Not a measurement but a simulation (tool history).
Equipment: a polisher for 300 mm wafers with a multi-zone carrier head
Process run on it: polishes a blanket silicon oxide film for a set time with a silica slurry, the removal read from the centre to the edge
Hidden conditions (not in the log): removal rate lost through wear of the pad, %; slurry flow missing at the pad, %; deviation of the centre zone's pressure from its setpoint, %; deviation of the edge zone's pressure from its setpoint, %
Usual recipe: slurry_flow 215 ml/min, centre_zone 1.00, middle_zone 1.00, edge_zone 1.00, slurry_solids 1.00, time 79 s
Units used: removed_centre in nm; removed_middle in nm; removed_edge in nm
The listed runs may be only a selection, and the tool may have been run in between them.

run     day  slurry_flow  centre_zone  middle_zone  edge_zone  slurry_solids  time  wafers since the last listed run  wafers polished on this pad  hours since the slurry nozzle was cleaned  hours since the centre zone pressure was calibrated  hours since the edge zone pressure was calibrated  hours since the carrier head's membrane was replaced  incoming thickness of the incoming film, nm  removed_centre  removed_middle  removed_edge
  1   0.000          215         1.00         1.00       1.00           1.00    79                                 0                          355                                      456.8                                                948.2                                              184.7                                                 336.8                                        771.2           274.3           272.7         277.5
  2   0.667          215         1.06         1.00       1.00           0.85    79                               100                          456                                      472.8                                                964.2                                              200.7                                                 352.8                                        763.3           270.5           249.0         255.3
  3   1.117          215         1.06         1.00       1.00           0.85    79                                67                          523                                      483.6                                                975.0                                              211.5                                                 363.6                                        772.6           263.2           246.5         256.4
  4   1.796          215         1.06         1.00       1.00           0.85    79                               102                          626                                      499.9                                                991.3                                              227.8                                                 379.9                                        766.3           266.5           244.7         259.6
  5   2.383          215         1.00         1.00       1.00           1.00    79                                88                          714                                      514.0                                               1005.4                                              241.9                                                 394.0                                        755.9           267.1           259.2         278.4
  6   2.888          215         1.00         1.00       1.00           1.00    79                                75                          790                                      526.1                                               1017.5                                              254.0                                                 406.1                                        762.8           257.6           259.9         270.9
  7   3.421          215         1.00         1.00       1.04           1.00    79                                80                          870                                      538.9                                               1030.3                                              266.8                                                 418.9                                        769.8           259.6           259.7         271.9
  8   4.046          215         1.10         1.00       1.06           1.00    79                                94                          964                                      553.9                                               1045.3                                              281.8                                                 433.9                                        766.0           289.1           257.6         276.4
  9   4.379          215         1.10         1.00       1.06           1.00    79                                50                         1014                                      561.9                                               1053.3                                              289.8                                                 441.9                                        771.8           281.0           259.6         279.9
      4.771  -- worn pad replaced by a new one
 10   4.912          215         1.00         1.00       0.97           1.00    79                                55                           21                                      574.7                                               1066.1                                              302.6                                                 454.7                                        748.3           267.3           268.2         276.2
      5.008  -- centre zone pressure recalibrated
      5.442  -- slurry nozzle cleaned
 11   5.546          215         1.00         1.00       0.97           1.00    79                                76                           97                                        2.5                                                 12.9                                              317.8                                                 469.9                                        768.6           311.6           309.4         302.1
 12   6.288          215         1.00         0.88       0.93           1.00    79                               111                          209                                       20.3                                                 30.7                                              335.6                                                 487.7                                        762.2           307.7           269.6         300.1
 13   6.767          215         1.00         1.00       1.12           1.25    79                                72                          281                                       31.8                                                 42.2                                              347.1                                                 499.2                                        745.6           328.7           331.0         344.4
 14   7.175          215         1.00         1.00       1.00           1.00    79                                61                          342                                       41.6                                                 52.0                                              356.9                                                 509.0                                        747.2           307.2           296.5         299.9
      7.792  -- carrier head's membrane replaced by a new one
 15   7.812          215         1.00         1.00       1.00           1.00    56                                64                          407                                       56.9                                                 67.3                                              372.2                                                   0.5                                        771.6           217.4           213.4         212.5
 16   8.167          215         1.00         1.06       1.12           1.00    79                                53                          460                                       65.4                                                 75.8                                              380.7                                                   9.0                                        753.0           307.9           315.2         312.5
      8.917  -- edge zone pressure recalibrated
 17   8.938          195         1.00         1.00       1.00           1.00    79                               103                          564                                       83.9                                                 94.3                                                0.5                                                  27.5                                        763.5           296.8           288.2         290.3
 18   9.354          215         1.00         1.00       1.00           1.00    79                                62                          626                                       93.9                                                104.3                                               10.5                                                  37.5                                        752.3           300.6           291.3         301.2
 19   9.771          215         0.96         1.00       1.07           1.00    79                                62                          689                                      103.9                                                114.3                                               20.5                                                  47.5                                        743.7           285.8           296.3         306.1
 20  10.042          145         1.00         1.00       1.00           1.00    79                                40                          730                                      110.4                                                120.8                                               27.0                                                  54.0                                        752.4           269.8           268.1         277.4
 21  10.646          235         1.00         1.00       1.00           1.00    79                                90                          821                                      124.9                                                135.3                                               41.5                                                  68.5                                        773.1           309.9           296.6         298.0
 22  11.112          270         1.00         1.09       1.00           1.00    79                                70                          891                                      136.1                                                146.5                                               52.7                                                  79.7                                        768.0           297.2           323.4         294.4
     11.746  -- worn pad replaced by a new one
 23  11.908          170         1.07         0.88       1.00           1.00    79                                94                           24                                      155.2                                                165.6                                               71.8                                                  98.8                                        769.0           316.7           256.4         294.8

3 options for the next run, each taken on its own from the tool as it stands now. Forecast them:
  A  11.925          215         1.00         1.00       1.00           1.00    79                                 2                           27                                      155.6                                                166.0                                               72.2                                                  99.2                                        761.0               ?               ?             ?
  B  11.925          215         1.00         1.00       1.00           1.00    87                                 2                           27                                      155.6                                                166.0                                               72.2                                                  99.2                                        761.0               ?               ?             ?
  C  11.925          215         1.00         1.00       1.00           1.20    79                                 2                           27                                      155.6                                                166.0                                               72.2                                                  99.2                                        761.0               ?               ?             ?

run  removed_centre  removed_middle  removed_edge
  A           305.4           300.8         305.8
  B           336.3           331.3         336.8
  C           330.4           325.5         330.9
Without the tool's hidden state the same runs would have given:
run  removed_centre  removed_middle  removed_edge
  A           315.3           309.8         313.3
  B           347.3           341.2         345.0
  C           341.2           335.2         338.9

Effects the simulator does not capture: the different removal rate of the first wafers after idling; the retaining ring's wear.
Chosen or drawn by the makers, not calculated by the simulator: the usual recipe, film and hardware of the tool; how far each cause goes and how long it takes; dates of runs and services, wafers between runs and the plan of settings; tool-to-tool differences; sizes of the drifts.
